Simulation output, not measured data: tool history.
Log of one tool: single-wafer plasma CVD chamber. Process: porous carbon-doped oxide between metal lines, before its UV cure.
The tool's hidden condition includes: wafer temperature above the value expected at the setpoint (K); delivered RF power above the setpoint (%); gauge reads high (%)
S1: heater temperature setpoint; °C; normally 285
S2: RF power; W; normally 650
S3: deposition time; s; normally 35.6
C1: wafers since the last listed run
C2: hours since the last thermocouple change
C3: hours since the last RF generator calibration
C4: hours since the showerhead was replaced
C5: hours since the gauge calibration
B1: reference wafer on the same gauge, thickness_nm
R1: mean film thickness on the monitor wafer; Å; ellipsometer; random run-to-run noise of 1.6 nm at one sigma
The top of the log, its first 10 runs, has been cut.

{"run": 11, "day": 4.929, "S1": 279, "S2": 650, "S3": 35.6, "C1": 144, "C2": 1715.3, "C3": 853.7, "C4": 5237.1, "C5": 412.6, "B1": 322.708, "R1": 2802.41}
{"run": 12, "day": 5.188, "S1": 297, "S2": 650, "S3": 35.6, "C1": 119, "C2": 1721.5, "C3": 859.9, "C4": 5243.3, "C5": 418.8, "B1": 323.353, "R1": 2480.79}
{"run": 13, "day": 5.767, "S1": 275, "S2": 545, "S3": 35.6, "C1": 267, "C2": 1735.4, "C3": 873.8, "C4": 5257.2, "C5": 432.7, "B1": 323.344, "R1": 2623.69}
{"run": 14, "day": 6.488, "S1": 297, "S2": 560, "S3": 29.2, "C1": 333, "C2": 1752.7, "C3": 891.1, "C4": 5274.5, "C5": 450.0, "B1": 322.777, "R1": 1890.08}
{"day": 6.892, "done": "showerhead replaced"}
{"run": 15, "day": 6.912, "S1": 285, "S2": 650, "S3": 35.6, "C1": 42, "C2": 1762.9, "C3": 901.3, "C4": 0.5, "C5": 460.2, "B1": 322.885, "R1": 2660.31}
{"day": 7.267, "done": "gauge calibrated"}
{"run": 16, "day": 7.4, "S1": 300, "S2": 650, "S3": 29.8, "C1": 225, "C2": 1774.6, "C3": 913.0, "C4": 12.2, "C5": 3.2, "B1": 322.71, "R1": 2026.78}
{"run": 17, "day": 7.808, "S1": 285, "S2": 650, "S3": 35.6, "C1": 188, "C2": 1784.4, "C3": 922.8, "C4": 22.0, "C5": 13.0, "B1": 322.341, "R1": 2671.48}
{"run": 18, "day": 8.375, "S1": 275, "S2": 755, "S3": 41.5, "C1": 261, "C2": 1798.0, "C3": 936.4, "C4": 35.6, "C5": 26.6, "B1": 322.592, "R1": 3618.54}
{"run": 19, "day": 8.721, "S1": 285, "S2": 745, "S3": 35.6, "C1": 159, "C2": 1806.3, "C3": 944.7, "C4": 43.9, "C5": 34.9, "B1": 323.845, "R1": 2862.58}
{"run": 20, "day": 9.112, "S1": 276, "S2": 650, "S3": 35.6, "C1": 181, "C2": 1815.7, "C3": 954.1, "C4": 53.3, "C5": 44.3, "B1": 323.491, "R1": 2858.57}
{"day": 9.554, "done": "RF generator calibrated"}
{"run": 21, "day": 9.667, "S1": 281, "S2": 650, "S3": 35.6, "C1": 102, "C2": 1829.0, "C3": 2.7, "C4": 66.6, "C5": 57.6, "B1": 322.86, "R1": 2858.33}
{"day": 10.271, "done": "thermocouple changed; heater temperature recalibrated"}
{"run": 22, "day": 10.292, "S1": 285, "S2": 545, "S3": 42.0, "C1": 134, "C2": 0.5, "C3": 17.7, "C4": 81.6, "C5": 72.6, "B1": 323.767, "R1": 2974.17}
{"run": 23, "day": 10.583, "S1": 285, "S2": 705, "S3": 35.6, "C1": 134, "C2": 7.5, "C3": 24.7, "C4": 88.6, "C5": 79.6, "B1": 322.767, "R1": 2888.09}
{"run": 24, "day": 11.042, "S1": 275, "S2": 650, "S3": 35.6, "C1": 211, "C2": 18.5, "C3": 35.7, "C4": 99.6, "C5": 90.6, "B1": 322.517, "R1": 2948.02}
{"run": 25, "day": 11.704, "S1": 274, "S2": 575, "S3": 35.6, "C1": 306, "C2": 34.4, "C3": 51.6, "C4": 115.5, "C5": 106.5, "B1": 323.247, "R1": 2816.27}
{"run": 26, "day": 12.396, "S1": 272, "S2": 720, "S3": 39.9, "C1": 319, "C2": 51.0, "C3": 68.2, "C4": 132.1, "C5": 123.1, "B1": 322.975, "R1": 3594.49}
{"run": 27, "day": 12.838, "S1": 285, "S2": 700, "S3": 35.6, "C1": 204, "C2": 61.6, "C3": 78.8, "C4": 142.7, "C5": 133.7, "B1": 323.188, "R1": 2865.32}
{"run": 28, "day": 13.95, "S1": 281, "S2": 590, "S3": 29.8, "C1": 514, "C2": 88.3, "C3": 105.5, "C4": 169.4, "C5": 160.4, "B1": 323.016, "R1": 2267.7}
{"run": 29, "day": 14.629, "S1": 290, "S2": 650, "S3": 35.6, "C1": 314, "C2": 104.6, "C3": 121.8, "C4": 185.7, "C5": 176.7, "B1": 322.972, "R1": 2641.44}
{"run": 30, "day": 14.946, "S1": 285, "S2": 650, "S3": 35.6, "C1": 146, "C2": 112.2, "C3": 129.4, "C4": 193.3, "C5": 184.3, "B1": 323.022, "R1": 2785.47}
{"run": 31, "day": 15.625, "S1": 299, "S2": 520, "S3": 39.7, "C1": 314, "C2": 128.5, "C3": 145.7, "C4": 209.6, "C5": 200.6, "B1": 322.601, "R1": 2478.49}
{"run": 32, "day": 16.267, "S1": 285, "S2": 650, "S3": 35.6, "C1": 296, "C2": 143.9, "C3": 161.1, "C4": 225.0, "C5": 216.0, "B1": 322.53, "R1": 2745.93}
{"run": 33, "day": 16.654, "S1": 272, "S2": 600, "S3": 35.6, "C1": 179, "C2": 153.2, "C3": 170.4, "C4": 234.3, "C5": 225.3, "B1": 322.682, "R1": 2894.9}
{"run": 34, "day": 17.104, "S1": 292, "S2": 765, "S3": 33.7, "C1": 208, "C2": 164.0, "C3": 181.2, "C4": 245.1, "C5": 236.1, "B1": 322.785, "R1": 2712.57}

Each row is a separate what-if for the run after 34, all from the same tool condition, not one after another. Results?
{"run": "A", "day": 17.121, "S1": 285, "S2": 650, "S3": 35.6, "C1": 7, "C2": 164.4, "C3": 181.6, "C4": 245.5, "C5": 236.5, "B1": "?", "R1": "?"}
{"run": "B", "day": 17.121, "S1": 299, "S2": 540, "S3": 42.4, "C1": 7, "C2": 164.4, "C3": 181.6, "C4": 245.5, "C5": 236.5, "B1": "?", "R1": "?"}
{"run": "C", "day": 17.121, "S1": 276, "S2": 650, "S3": 42.5, "C1": 7, "C2": 164.4, "C3": 181.6, "C4": 245.5, "C5": 236.5, "B1": "?", "R1": "?"}
{"run": "D", "day": 17.121, "S1": 270, "S2": 555, "S3": 32.1, "C1": 7, "C2": 164.4, "C3": 181.6, "C4": 245.5, "C5": 236.5, "B1": "?", "R1": "?"}

run=A B1=323.225 R1=2737.84
run=B B1=323.225 R1=2688.20
run=C B1=323.225 R1=3473.01
run=D B1=323.225 R1=2550.99
Had the tool no hidden state, the same runs would have come out as:
run=A R1=2779.63
run=B R1=2729.23
run=C R1=3526.02
run=D R1=2589.93

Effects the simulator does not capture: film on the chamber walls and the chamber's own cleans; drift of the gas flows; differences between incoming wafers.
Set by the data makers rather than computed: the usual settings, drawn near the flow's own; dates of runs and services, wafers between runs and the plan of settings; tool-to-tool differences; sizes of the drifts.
